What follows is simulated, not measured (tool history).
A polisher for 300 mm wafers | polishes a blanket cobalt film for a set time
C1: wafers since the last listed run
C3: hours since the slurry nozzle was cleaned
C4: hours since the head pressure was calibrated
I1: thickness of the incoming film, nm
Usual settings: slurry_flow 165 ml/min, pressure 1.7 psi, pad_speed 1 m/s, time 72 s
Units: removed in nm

{"run": 1, "hour": 0.0, "slurry_flow": 200, "pressure": 1.7, "pad_speed": 1, "time": 72, "C1": 0, "wafers polished on this pad": 316, "C3": 113.8, "C4": 869.8, "I1": 881.7, "removed": 254.8}
{"run": 2, "hour": 17.4, "slurry_flow": 200, "pressure": 1.7, "pad_speed": 1, "time": 72, "C1": 170, "wafers polished on this pad": 487, "C3": 131.2, "C4": 887.2, "I1": 876.6, "removed": 254.9}
{"run": 3, "hour": 31.4, "slurry_flow": 165, "pressure": 1.7, "pad_speed": 1, "time": 72, "C1": 137, "wafers polished on this pad": 624, "C3": 145.2, "C4": 901.2, "I1": 878.9, "removed": 242.5}
{"run": 4, "hour": 44.4, "slurry_flow": 165, "pressure": 1.7, "pad_speed": 1, "time": 72, "C1": 127, "wafers polished on this pad": 751, "C3": 158.2, "C4": 914.2, "I1": 869.7, "removed": 237.7}
{"run": 5, "hour": 56.3, "slurry_flow": 165, "pressure": 1.7, "pad_speed": 1, "time": 72, "C1": 116, "wafers polished on this pad": 868, "C3": 170.1, "C4": 926.1, "I1": 890.9, "removed": 231.9}
{"run": 6, "hour": 64.3, "slurry_flow": 165, "pressure": 1.7, "pad_speed": 1, "time": 72, "C1": 78, "wafers polished on this pad": 946, "C3": 178.1, "C4": 934.1, "I1": 869.6, "removed": 231.3}
{"run": 7, "hour": 74.5, "slurry_flow": 210, "pressure": 1.7, "pad_speed": 1, "time": 72, "C1": 99, "wafers polished on this pad": 1046, "C3": 188.3, "C4": 944.3, "I1": 888.6, "removed": 236}
{"run": 8, "hour": 89.2, "slurry_flow": 165, "pressure": 1.7, "pad_speed": 0.88, "time": 72, "C1": 143, "wafers polished on this pad": 1190, "C3": 203, "C4": 959, "I1": 889.1, "removed": 192.2}
{"hour": 98.8, "done": "worn pad replaced by a new one"}
{"run": 9, "hour": 99.3, "slurry_flow": 165, "pressure": 1.7, "pad_speed": 1.16, "time": 72, "C1": 59, "wafers polished on this pad": 4, "C3": 213.1, "C4": 969.1, "I1": 887.5, "removed": 289.4}
{"run": 10, "hour": 113.6, "slurry_flow": 165, "pressure": 1.7, "pad_speed": 1.16, "time": 72, "C1": 140, "wafers polished on this pad": 144, "C3": 227.4, "C4": 983.4, "I1": 887, "removed": 295.8}
{"run": 11, "hour": 121.9, "slurry_flow": 165, "pressure": 1.7, "pad_speed": 1.16, "time": 72, "C1": 81, "wafers polished on this pad": 225, "C3": 235.7, "C4": 991.7, "I1": 882.5, "removed": 289.9}
{"run": 12, "hour": 138.6, "slurry_flow": 165, "pressure": 1.7, "pad_speed": 1, "time": 72, "C1": 163, "wafers polished on this pad": 389, "C3": 252.4, "C4": 1008.4, "I1": 878.4, "removed": 241.1}
{"run": 13, "hour": 152.8, "slurry_flow": 165, "pressure": 1.7, "pad_speed": 1, "time": 72, "C1": 139, "wafers polished on this pad": 528, "C3": 266.6, "C4": 1022.6, "I1": 893.6, "removed": 234}
{"run": 14, "hour": 160.2, "slurry_flow": 185, "pressure": 1.7, "pad_speed": 1, "time": 72, "C1": 72, "wafers polished on this pad": 600, "C3": 274, "C4": 1030, "I1": 876.4, "removed": 237.4}
{"run": 15, "hour": 166.7, "slurry_flow": 130, "pressure": 1.7, "pad_speed": 1, "time": 72, "C1": 63, "wafers polished on this pad": 664, "C3": 280.5, "C4": 1036.5, "I1": 885.4, "removed": 225.4}
{"run": 16, "hour": 181.9, "slurry_flow": 165, "pressure": 1.7, "pad_speed": 1, "time": 72, "C1": 148, "wafers polished on this pad": 813, "C3": 295.7, "C4": 1051.7, "I1": 880.8, "removed": 232.7}
{"run": 17, "hour": 193.4, "slurry_flow": 165, "pressure": 1.7, "pad_speed": 1, "time": 72, "C1": 112, "wafers polished on this pad": 925, "C3": 307.2, "C4": 1063.2, "I1": 886.3, "removed": 227.6}
{"run": 18, "hour": 206.8, "slurry_flow": 165, "pressure": 2.1, "pad_speed": 0.72, "time": 72, "C1": 131, "wafers polished on this pad": 1057, "C3": 320.6, "C4": 1076.6, "I1": 879.2, "removed": 196.6}
{"hour": 222.4, "done": "worn pad replaced by a new one"}
{"run": 19, "hour": 222.9, "slurry_flow": 165, "pressure": 1.7, "pad_speed": 1, "time": 62, "C1": 118, "wafers polished on this pad": 4, "C3": 336.7, "C4": 1092.7, "I1": 871.8, "removed": 218.7}
{"hour": 227.6, "done": "slurry nozzle cleaned"}
{"run": 20, "hour": 228.1, "slurry_flow": 165, "pressure": 1.7, "pad_speed": 1, "time": 83, "C1": 41, "wafers polished on this pad": 45, "C3": 0.5, "C4": 1097.9, "I1": 892.1, "removed": 295.4}
{"run": 21, "hour": 239.2, "slurry_flow": 165, "pressure": 1.7, "pad_speed": 1, "time": 72, "C1": 108, "wafers polished on this pad": 154, "C3": 11.6, "C4": 1109, "I1": 877.2, "removed": 260.7}
{"run": 22, "hour": 256.9, "slurry_flow": 165, "pressure": 1.7, "pad_speed": 1, "time": 72, "C1": 173, "wafers polished on this pad": 327, "C3": 29.3, "C4": 1126.7, "I1": 861.8, "removed": 249}
{"run": 23, "hour": 264.2, "slurry_flow": 165, "pressure": 1.9, "pad_speed": 0.74, "time": 72, "C1": 71, "wafers polished on this pad": 399, "C3": 36.6, "C4": 1134, "I1": 864.4, "removed": 205.6}
{"run": 24, "hour": 272.5, "slurry_flow": 165, "pressure": 2.2, "pad_speed": 0.74, "time": 72, "C1": 81, "wafers polished on this pad": 480, "C3": 44.9, "C4": 1142.3, "I1": 879.7, "removed": 240.1}
{"run": 25, "hour": 288.8, "slurry_flow": 165, "pressure": 1.7, "pad_speed": 1, "time": 72, "C1": 159, "wafers polished on this pad": 640, "C3": 61.2, "C4": 1158.6, "I1": 872.4, "removed": 246.7}
{"run": 26, "hour": 296.2, "slurry_flow": 165, "pressure": 1.7, "pad_speed": 1, "time": 72, "C1": 72, "wafers polished on this pad": 712, "C3": 68.6, "C4": 1166, "I1": 880.3, "removed": 237.9}
{"hour": 310.7, "done": "head pressure recalibrated"}
{"run": 27, "hour": 312.4, "slurry_flow": 165, "pressure": 1.7, "pad_speed": 0.88, "time": 72, "C1": 139, "wafers polished on this pad": 851, "C3": 84.8, "C4": 1.7, "I1": 878.8, "removed": 207.7}
{"run": 28, "hour": 329.9, "slurry_flow": 165, "pressure": 1.7, "pad_speed": 1.26, "time": 72, "C1": 171, "wafers polished on this pad": 1023, "C3": 102.3, "C4": 19.2, "I1": 866, "removed": 294}
{"hour": 345.0, "done": "worn pad replaced by a new one"}
{"run": 29, "hour": 369.3, "slurry_flow": 200, "pressure": 2.1, "pad_speed": 1.2, "time": 90, "C1": 346, "wafers polished on this pad": 238, "C3": 141.7, "C4": 58.6, "I1": 896.9, "removed": 475.3}
{"run": 30, "hour": 383.8, "slurry_flow": 165, "pressure": 1.7, "pad_speed": 1, "time": 72, "C1": 142, "wafers polished on this pad": 380, "C3": 156.2, "C4": 73.1, "I1": 870.3, "removed": 248.2}
{"run": 31, "hour": 390.4, "slurry_flow": 165, "pressure": 1.9, "pad_speed": 1, "time": 72, "C1": 64, "wafers polished on this pad": 444, "C3": 162.8, "C4": 79.7, "I1": 880.9, "removed": 274.8}
{"run": 32, "hour": 400.3, "slurry_flow": 190, "pressure": 1.7, "pad_speed": 1, "time": 72, "C1": 96, "wafers polished on this pad": 541, "C3": 172.7, "C4": 89.6, "I1": 892.1, "removed": 249.7}

Forecast run 33:
{"run": 33, "hour": 410.6, "slurry_flow": 225, "pressure": 1.9, "pad_speed": 1.26, "time": 81, "C1": 100, "wafers polished on this pad": 642, "C3": 183, "C4": 99.9, "I1": 871.8, "removed": "?"}

Run 33 gave removed 387.4 nm.
Without the tool's hidden state the same run would have given removed 423.3 nm.
